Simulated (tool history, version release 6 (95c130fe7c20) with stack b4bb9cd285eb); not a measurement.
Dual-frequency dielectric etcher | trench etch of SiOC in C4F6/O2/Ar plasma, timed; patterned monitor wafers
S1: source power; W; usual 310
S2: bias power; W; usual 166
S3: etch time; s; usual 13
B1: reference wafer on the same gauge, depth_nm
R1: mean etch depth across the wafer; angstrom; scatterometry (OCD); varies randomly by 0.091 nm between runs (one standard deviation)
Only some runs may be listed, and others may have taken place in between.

run     day   S1   S2    S3     B1     R1
  1       0  310  177    13  20.48  252.2
  2   0.646  310  166    13  20.49  246.3
  3   1.025  310  166    13  20.51  246.8
  4   1.679  310  166    13  20.51  245.5
  5   2.354  310  166    13   20.5  244.1
  6   2.904  310  166    13  20.49  244.3
  7   3.421  310  166    13   20.5  244.3
      4.425  -- gauge calibrated
      4.846  -- wet clean of the chamber
  8   4.867  360  192    13  20.49    283
  9   4.879  360  192    13   20.5  283.9
        5.2  -- bias power generator calibrated
 10   5.221  310  166    13  20.51  251.8
 11   5.629  310  166    13  20.49  250.4
 12   5.904  310  166    13   20.5  251.2
 13   6.546  310  166    13   20.5  252.1
 14    8.45  310  166    13  20.49  249.4
 15    9.15  330  166  16.5  20.51  325.2
 16   9.471  350  184  14.5   20.5  304.6
     10.225  -- source power generator calibrated
     10.958  -- upper electrode replaced, of another model than before
 17  10.979  310  150    13  20.49  236.1
 18  10.992  310  143  15.5   20.5  273.5
 19  11.008  310  166    13   20.5  249.9
 20  11.392  270  166    10   20.5    185
 21  11.729  250  188  15.5   20.5  300.6
 22  12.179  240  166    16   20.5  288.1
 23  12.812  360  149  14.5  20.51  271.9
 24  13.396  330  145    13  20.51  235.4
 25  13.825  310  166    13   20.5  248.4
 26  14.479  340  166    13  20.51  252.8
 27  14.867  370  166    17   20.5  338.6
 28  15.133  310  166  11.5  20.51  219.4
 29  15.575  310  166    13  20.51  246.2

The next listed run, before its measurement:
 30  16.312  360  166  13   ?   ?

{"run 30": {"B1": 20.5, "R1": 256.9}}
Were there no unlogged condition in the tool, this run, its random variation unchanged, would have produced R1 261.7 angstrom.

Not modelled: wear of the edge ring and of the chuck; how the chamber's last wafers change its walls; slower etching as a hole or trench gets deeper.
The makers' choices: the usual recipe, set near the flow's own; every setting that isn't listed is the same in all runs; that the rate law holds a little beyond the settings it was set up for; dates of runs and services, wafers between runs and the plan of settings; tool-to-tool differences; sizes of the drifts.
